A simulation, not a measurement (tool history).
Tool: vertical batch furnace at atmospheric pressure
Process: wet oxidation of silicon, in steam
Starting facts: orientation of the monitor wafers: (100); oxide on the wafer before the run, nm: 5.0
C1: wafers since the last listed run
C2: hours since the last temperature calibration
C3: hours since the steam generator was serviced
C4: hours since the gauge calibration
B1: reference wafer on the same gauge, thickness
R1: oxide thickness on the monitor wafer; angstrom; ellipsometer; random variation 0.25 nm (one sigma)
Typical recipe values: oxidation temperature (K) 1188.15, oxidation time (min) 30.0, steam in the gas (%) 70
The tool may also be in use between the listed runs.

Run 1, day 0.000: usual settings but steam in the gas (%) 77; C1 0; C2 1244.7; C3 1152.8; C4 639.0; B1 80.75. Result: R1 892.1 angstrom.
Run 2, day 1.417: usual settings but steam in the gas (%) 77; C1 346; C2 1278.7; C3 1186.8; C4 673.0; B1 80.63. Result: R1 892.2 angstrom.
Run 3, day 3.808: usual settings but oxidation temperature (K) 1193.15; C1 584; C2 1336.1; C3 1244.2; C4 730.4; B1 80.76. Result: R1 871.6 angstrom.
Run 4, day 6.229: usual settings but oxidation time (min) 35.5; C1 591; C2 1394.2; C3 1302.3; C4 788.5; B1 80.73. Result: R1 957.2 angstrom.
Run 5, day 7.683: usual settings but oxidation time (min) 35.5; C1 355; C2 1429.1; C3 1337.2; C4 823.4; B1 80.81. Result: R1 949.4 angstrom.
Run 6, day 9.188: usual settings but oxidation time (min) 35.5; C1 367; C2 1465.2; C3 1373.3; C4 859.5; B1 80.68. Result: R1 948.1 angstrom.
Run 7, day 13.512: usual settings but steam in the gas (%) 67; C1 1057; C2 1569.0; C3 1477.1; C4 963.3; B1 80.76. Result: R1 787.3 angstrom.
Run 8, day 14.958: usual settings but steam in the gas (%) 67; C1 353; C2 1603.7; C3 1511.8; C4 998.0; B1 80.78. Result: R1 789.2 angstrom.
Run 9, day 17.492: usual settings but steam in the gas (%) 67; C1 619; C2 1664.5; C3 1572.6; C4 1058.8; B1 80.69. Result: R1 785.8 angstrom.
Run 10, day 18.900: usual settings; C1 344; C2 1698.3; C3 1606.4; C4 1092.6; B1 80.77. Result: R1 816.1 angstrom.
Run 11, day 20.104: usual settings but steam in the gas (%) 75; C1 294; C2 1727.2; C3 1635.3; C4 1121.5; B1 80.76. Result: R1 867.5 angstrom.
At day 20.454: gauge calibrated.
Run 12, day 22.179: usual settings but steam in the gas (%) 75; C1 507; C2 1777.0; C3 1685.1; C4 41.4; B1 80.73. Result: R1 867.3 angstrom.
Run 13, day 24.375: usual settings but steam in the gas (%) 75; C1 536; C2 1829.7; C3 1737.8; C4 94.1; B1 80.66. Result: R1 861.8 angstrom.
Run 14, day 26.496: usual settings; C1 518; C2 1880.6; C3 1788.7; C4 145.0; B1 80.72. Result: R1 815.8 angstrom.
Run 15, day 28.596: usual settings; C1 513; C2 1931.0; C3 1839.1; C4 195.4; B1 80.64. Result: R1 817.1 angstrom.
Run 16, day 30.162: usual settings; C1 382; C2 1968.6; C3 1876.7; C4 233.0; B1 80.71. Result: R1 817.8 angstrom.
Run 17, day 32.392: usual settings but oxidation temperature (K) 1205.15, oxidation time (min) 35.0, steam in the gas (%) 80; C1 544; C2 2022.1; C3 1930.2; C4 286.5; B1 80.64. Result: R1 1282.2 angstrom.
Run 18, day 34.508: usual settings but oxidation temperature (K) 1204.15, oxidation time (min) 17.5, steam in the gas (%) 59; C1 517; C2 2072.9; C3 1981.0; C4 337.3; B1 80.76. Result: R1 534.2 angstrom.
Run 19, day 35.842: usual settings but oxidation temperature (K) 1166.15, oxidation time (min) 38.0; C1 325; C2 2104.9; C3 2013.0; C4 369.3; B1 80.58. Result: R1 740.2 angstrom.
Run 20, day 37.508: usual settings; C1 407; C2 2144.9; C3 2053.0; C4 409.3; B1 80.57. Result: R1 815.9 angstrom.
At day 38.829: thermocouples replaced and temperature profile calibrated.
Run 21, day 39.288: usual settings but oxidation temperature (K) 1175.15, steam in the gas (%) 61; C1 190; C2 11.0; C3 2095.7; C4 452.0; B1 80.86. Result: R1 609.8 angstrom.
Run 22, day 40.342: usual settings but oxidation temperature (K) 1207.15, steam in the gas (%) 77; C1 257; C2 36.3; C3 2121.0; C4 477.3; B1 80.64. Result: R1 1111.8 angstrom.
Run 23, day 41.479: usual settings; C1 278; C2 63.6; C3 2148.3; C4 504.6; B1 80.66. Result: R1 813.4 angstrom.
At day 47.221: steam generator serviced.
Run 24, day 47.621: usual settings but oxidation temperature (K) 1176.15, oxidation time (min) 19.0, steam in the gas (%) 66; C1 1256; C2 211.0; C3 9.6; C4 652.0; B1 80.70. Result: R1 459.1 angstrom.
Run 25, day 48.988: usual settings but oxidation time (min) 42.0, steam in the gas (%) 82; C1 334; C2 243.8; C3 42.4; C4 684.8; B1 80.62. Result: R1 1290.7 angstrom.
Run 26, day 51.117: usual settings but oxidation time (min) 18.5; C1 520; C2 294.9; C3 93.5; C4 735.9; B1 80.71. Result: R1 549.1 angstrom.
Run 27, day 53.829: usual settings but oxidation temperature (K) 1211.15, oxidation time (min) 18.0, steam in the gas (%) 59; C1 663; C2 360.0; C3 158.6; C4 801.0; B1 80.74. Result: R1 602.9 angstrom.

Run 28 is up next; what results do you expect?
Run 28, day 55.500: usual settings but oxidation time (min) 24.0; C1 408; C2 400.1; C3 198.7; C4 841.1; B1 ?. Result: R1 ?.

{"run 28": {"B1": 80.71, "R1": 686.8}}
On a tool with no hidden condition, and with the same random variation, this run would have come out at R1 692.1 angstrom.

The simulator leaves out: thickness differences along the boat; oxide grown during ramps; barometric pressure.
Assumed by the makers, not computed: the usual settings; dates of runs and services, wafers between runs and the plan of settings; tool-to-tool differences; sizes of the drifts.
